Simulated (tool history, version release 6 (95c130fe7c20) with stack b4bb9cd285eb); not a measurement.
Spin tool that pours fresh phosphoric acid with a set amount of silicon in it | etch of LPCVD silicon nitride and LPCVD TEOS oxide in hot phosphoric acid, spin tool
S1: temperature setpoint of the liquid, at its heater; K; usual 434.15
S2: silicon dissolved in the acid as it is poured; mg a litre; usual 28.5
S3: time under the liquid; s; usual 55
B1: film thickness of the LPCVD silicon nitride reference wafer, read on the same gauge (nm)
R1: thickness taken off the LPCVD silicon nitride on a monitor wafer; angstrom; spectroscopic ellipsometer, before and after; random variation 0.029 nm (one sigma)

run	hour	S1	S2	S3	B1	R1
1	0.0	433.15	16.0	55	39.95	50.4
# hour 16.5: thermometer replaced
2	61.0	434.15	28.5	55	39.98	50.7
# hour 125.1: gauge calibrated
# hour 233.6: dissolved silicon flow meter replaced
3	248.2	434.15	41.5	85	39.96	78.9
4	318.8	434.15	28.5	55	39.98	51.3
# hour 367.1: heated supply line repaired
5	379.5	432.15	6.0	85	40.00	73.7
6	414.2	434.15	18.0	85	40.00	78.7
7	480.6	435.65	28.5	75	39.96	74.1
8	532.0	434.15	28.5	55	39.94	51.4
9	581.3	437.15	28.5	80	39.98	82.3
10	623.9	431.65	19.5	55	40.02	47.7
11	672.1	434.15	28.5	55	39.99	51.7
12	727.1	431.65	49.5	70	39.94	61.1
13	867.4	436.15	35.5	65	40.02	65.3
14	923.6	432.15	11.0	55	40.01	48.9
15	955.0	434.15	28.5	55	40.01	52.6
# hour 981.5: thermometer replaced
16	984.0	435.15	28.5	80	39.98	75.8
17	1016.7	435.65	14.0	70	40.01	67.6
# hour 1057.9: dissolved silicon flow meter replaced
18	1169.5	434.15	28.5	55	39.98	50.9
19	1200.4	435.65	42.5	65	39.96	63.9
20	1239.6	434.15	49.0	20	39.99	18.6
21	1297.3	431.65	28.5	20	40.00	17.0
22	1360.3	432.15	28.5	55	40.00	47.8

Forecast each of these 4 alternatives for the next run:
A	1360.7	434.15	28.5	55	?	?
B	1360.7	433.15	49.5	90	?	?
C	1360.7	432.65	28.5	55	?	?
D	1360.7	434.15	17.0	55	?	?

run	B1	R1
A	39.96	50.5
B	39.96	79.8
C	39.96	48.0
D	39.96	50.5
Without the tool's hidden state the same runs would have given:
run	R1
A	49.7
B	78.6
C	47.2
D	49.7
